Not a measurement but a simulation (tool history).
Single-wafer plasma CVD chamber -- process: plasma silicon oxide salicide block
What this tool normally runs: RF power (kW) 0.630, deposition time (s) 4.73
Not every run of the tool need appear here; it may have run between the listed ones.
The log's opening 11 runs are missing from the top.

run    hour  RF power (kW)  deposition time (s)  wafers since the last listed run  hours since the last RF generator calibration  hours since the showerhead was replaced  hours since the gauge calibration  read-back reference wafer on the same gauge, thickness_nm  mean film thickness on the monitor wafer (Å)
 12   864.9          0.630                 4.20                              4400                                          469.5                                   4979.8                             2671.5                                                     52.852                                        400.45
 13   937.8          0.630                 5.34                              3078                                          542.4                                   5052.7                             2744.4                                                     52.842                                        508.67
 14  1043.3          0.630                 4.09                              4454                                          647.9                                   5158.2                             2849.9                                                     52.858                                        391.09
 15  1097.6          0.630                 4.73                              2292                                          702.2                                   5212.5                             2904.2                                                     52.918                                        449.52
     1137.0  -- gauge calibrated
 16  1185.2          0.630                 4.73                              3699                                          789.8                                   5300.1                               48.2                                                     52.843                                        451.22
     1240.3  -- RF generator calibrated
 17  1292.5          0.630                 4.73                              4193                                           52.2                                   5407.4                              155.5                                                     52.889                                        458.06
 18  1355.9          0.630                 4.73                              2677                                          115.6                                   5470.8                              218.9                                                     52.881                                        457.75
 19  1411.8          0.655                 4.73                              2360                                          171.5                                   5526.7                              274.8                                                     52.923                                        460.62
 20  1494.8          0.655                 4.73                              3504                                          254.5                                   5609.7                              357.8                                                     52.832                                        459.11
 21  1667.8          0.585                 5.48                              7305                                          427.5                                   5782.7                              530.8                                                     52.859                                        513.52
 22  1767.4          0.585                 4.18                              4205                                          527.1                                   5882.3                              630.4                                                     52.889                                        389.14
     1775.6  -- showerhead replaced
 23  1866.7          0.745                 3.99                              3855                                          626.4                                     91.1                              729.7                                                     52.889                                        398.52
 24  1967.1          0.750                 4.32                              4239                                          726.8                                    191.5                              830.1                                                     52.952                                        432.83
 25  2010.1          0.630                 4.73                              1815                                          769.8                                    234.5                              873.1                                                     52.936                                        450.94
 26  2081.2          0.535                 5.04                              3002                                          840.9                                    305.6                              944.2                                                     52.826                                        459.97
 27  2153.4          0.585                 5.29                              3048                                          913.1                                    377.8                             1016.4                                                     52.922                                        490.68
 28  2244.9          0.705                 4.73                              3863                                         1004.6                                    469.3                             1107.9                                                     52.898                                        461.26
     2278.5  -- RF generator calibrated
 29  2302.9          0.630                 4.73                              2111                                           24.4                                    527.3                             1165.9                                                     52.885                                        457.24
 30  2362.7          0.630                 5.11                              2525                                           84.2                                    587.1                             1225.7                                                     52.838                                        493.10
 31  2409.0          0.540                 4.73                              1955                                          130.5                                    633.4                             1272.0                                                     52.845                                        439.17
 32  2475.5          0.755                 4.25                              2808                                          197.0                                    699.9                             1338.5                                                     52.930                                        427.35
 33  2531.3          0.630                 4.73                              2356                                          252.8                                    755.7                             1394.3                                                     52.965                                        454.94

For run 34, what comes out?
 34  2581.0          0.575                 4.10                              2098                                          302.5                                    805.4                             1444.0                                                          ?                                             ?

Run 34 yielded read-back reference wafer on the same gauge, thickness_nm 52.923, mean film thickness on the monitor wafer (Å) 384.33.
With the hidden condition absent and the run-to-run variation left alone, this run would have shown mean film thickness on the monitor wafer (Å) 389.92.

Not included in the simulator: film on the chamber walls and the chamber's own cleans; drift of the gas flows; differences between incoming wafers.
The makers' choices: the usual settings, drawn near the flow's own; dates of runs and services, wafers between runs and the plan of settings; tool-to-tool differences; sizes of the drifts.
